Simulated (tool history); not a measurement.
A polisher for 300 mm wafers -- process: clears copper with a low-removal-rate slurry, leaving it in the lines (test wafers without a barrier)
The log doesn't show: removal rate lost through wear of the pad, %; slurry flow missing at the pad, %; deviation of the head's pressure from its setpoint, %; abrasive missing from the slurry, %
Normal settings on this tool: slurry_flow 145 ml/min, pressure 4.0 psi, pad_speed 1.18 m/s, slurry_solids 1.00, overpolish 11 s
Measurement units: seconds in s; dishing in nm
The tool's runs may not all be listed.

run   hour  slurry_flow  pressure  pad_speed  slurry_solids  overpolish  wafers since the last listed run  wafers polished on this pad  hours since the slurry nozzle was cleaned  hours since the head pressure was calibrated  hours since the slurry blender was calibrated  incoming thickness of the incoming film, nm  seconds  dishing
  1    0.0          145       4.6       1.18           1.00           6                                 0                          702                                      144.3                                         450.3                                           38.0                                        426.8    108.7     19.3
  2   32.2          145       4.0       1.18           1.00          11                               266                          969                                      176.5                                         482.5                                           70.2                                        437.7    125.4     28.5
      53.3  -- worn pad replaced by a new one
  3   53.6          145       4.0       1.18           1.00          11                               144                            2                                      197.9                                         503.9                                           91.6                                        431.7    123.7     29.2
  4   81.1          145       4.0       1.18           1.00          11                               227                          230                                      225.4                                         531.4                                          119.1                                        432.0    122.9     29.2
  5  105.3          145       4.0       1.18           1.00          11                               200                          430                                      249.6                                         555.6                                          143.3                                        434.4    126.1     28.9
  6  134.0          145       4.0       1.18           1.00          11                               237                          668                                      278.3                                         584.3                                          172.0                                        433.5    123.2     28.4
     198.7  -- worn pad replaced by a new one
  7  239.6          145       4.0       1.18           1.00          11                               841                          338                                      383.9                                         689.9                                          277.6                                        427.6    127.0     28.2
  8  255.0          145       4.0       1.18           1.00          11                               127                          465                                      399.3                                         705.3                                          293.0                                        435.1    130.0     27.7
  9  280.1          145       4.0       1.18           1.00          11                               207                          673                                      424.4                                         730.4                                          318.1                                        432.0    127.3     27.5
 10  296.0          145       4.0       1.18           1.00          11                               131                          805                                      440.3                                         746.3                                          334.0                                        427.8    127.2     26.7
     325.9  -- slurry blender recalibrated
 11  326.9          145       4.0       1.04           1.00          11                               239                         1044                                      471.2                                         777.2                                            1.0                                        428.4    152.4     24.3
     335.9  -- worn pad replaced by a new one
 12  340.7          145       4.0       1.04           1.00          11                                81                           39                                      485.0                                         791.0                                           14.8                                        432.2    151.3     24.1
 13  363.4          145       4.0       1.18           1.00          11                               187                          227                                      507.7                                         813.7                                           37.5                                        427.1    135.4     26.2
     364.9  -- slurry nozzle cleaned
 14  381.9          145       4.0       1.18           1.00          11                               144                          372                                       17.0                                         832.2                                           56.0                                        427.1    123.8     30.7
     392.0  -- head pressure recalibrated
 15  405.1          145       4.0       1.18           0.90          11                               175                          547                                       40.2                                          13.1                                           79.2                                        428.5    125.9     29.4
 16  428.0          145       4.0       1.18           1.00          11                               189                          737                                       63.1                                          36.0                                          102.1                                        437.1    121.1     28.8
 17  445.2          145       3.2       1.42           1.00           9                               142                          879                                       80.3                                          53.2                                          119.3                                        426.2    120.8     25.6
 18  459.5          145       4.0       1.18           0.75          11                               118                          998                                       94.6                                          67.5                                          133.6                                        428.4    133.8     27.3
     497.0  -- worn pad replaced by a new one
 19  497.5          165       4.0       1.54           0.80          11                               281                            4                                      132.6                                         105.5                                          171.6                                        435.6     98.5     36.1
 20  512.1          145       4.0       1.18           1.00          11                               120                          125                                      147.2                                         120.1                                          186.2                                        426.9    120.6     28.7
 21  534.7          145       4.0       1.18           1.00          11                               187                          312                                      169.8                                         142.7                                          208.8                                        436.8    119.3     29.8
 22  570.5          145       4.0       0.90           1.00          15                               296                          608                                      205.6                                         178.5                                          244.6                                        429.1    162.2     30.7

The next listed run, before its measurement:
 23  586.5          120       4.0       1.18           1.25          11                               132                          741                                      221.6                                         194.5                                          260.6                                        424.7        ?        ?

Run 23 came out at seconds 117.5 s, dishing 31.2 nm.
Were there no unlogged condition in the tool, this run, its random variation unchanged, would have produced seconds 115.1 s, dishing 31.8 nm.
